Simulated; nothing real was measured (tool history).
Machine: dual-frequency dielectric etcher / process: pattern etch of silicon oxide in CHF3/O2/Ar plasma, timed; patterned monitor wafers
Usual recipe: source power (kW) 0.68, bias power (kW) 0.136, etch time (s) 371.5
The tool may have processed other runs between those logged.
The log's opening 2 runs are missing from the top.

run,day,source power (kW),bias power (kW),etch time (s),wafers since the last listed run,hours since the last wet clean,hours since the last source power generator calibration,hours since the last bias power generator calibration,hours since the last upper electrode change,hours since the gauge calibration,"read-back reference wafer on the same gauge, depth_nm",mean etch depth across the wafer (Å)
3,2.325,0.68,0.136,371.5,74,139,2895.3,3387.4,3086.7,259.5,583.5,6789
4,3.596,0.68,0.136,371.5,86,169.5,2925.8,3417.9,3117.2,290,584.1,6823
5,6.008,0.68,0.12,371.5,164,227.4,2983.7,3475.8,3175.1,347.9,583.4,6691
6,8.058,0.72,0.113,371.5,139,276.6,3032.9,3525,3224.3,397.1,584,6779
7,9.058,0.68,0.136,371.5,68,300.6,3056.9,3549,3248.3,421.1,583.7,6911
# day 13.092: source power generator calibrated
8,16.375,0.77,0.157,371.5,488,476.2,78.8,3724.6,3423.9,596.7,583.5,7490
9,18.238,0.68,0.136,371.5,127,520.9,123.5,3769.3,3468.6,641.4,583.9,7008
10,19.617,0.68,0.136,371.5,94,554,156.6,3802.4,3501.7,674.5,583,7024
# day 22.4: wet clean of the chamber
# day 23.183: upper electrode replaced
11,23.204,0.68,0.136,371.5,123,19.3,242.7,3888.5,0.5,760.6,583.7,6723
12,23.712,0.68,0.163,371.5,34,31.5,254.9,3900.7,12.7,772.8,584.4,7044
13,25.421,0.68,0.136,371.5,116,72.5,295.9,3941.7,53.7,813.8,583,6708
14,27.658,0.68,0.136,371.5,152,126.2,349.6,3995.4,107.4,867.5,584.7,6817
15,30.179,0.78,0.167,420.5,172,186.7,410.1,4055.9,167.9,928,583.7,8549
16,31.521,0.76,0.121,316,91,218.9,442.3,4088.1,200.1,960.2,583,5912
17,33.671,0.74,0.159,261,146,270.5,493.9,4139.7,251.7,1011.8,583.4,5135

Estimate the outcome of run 18 from the log above:
18,40.054,0.68,0.115,371.5,435,423.7,647.1,4292.9,404.9,1165,?,?

{"run 18": {"read-back reference wafer on the same gauge, depth_nm": 583.8, "mean etch depth across the wafer (Å)": 6676}}
With the hidden condition absent and the run-to-run variation left alone, this run would have shown mean etch depth across the wafer (Å) 6459.
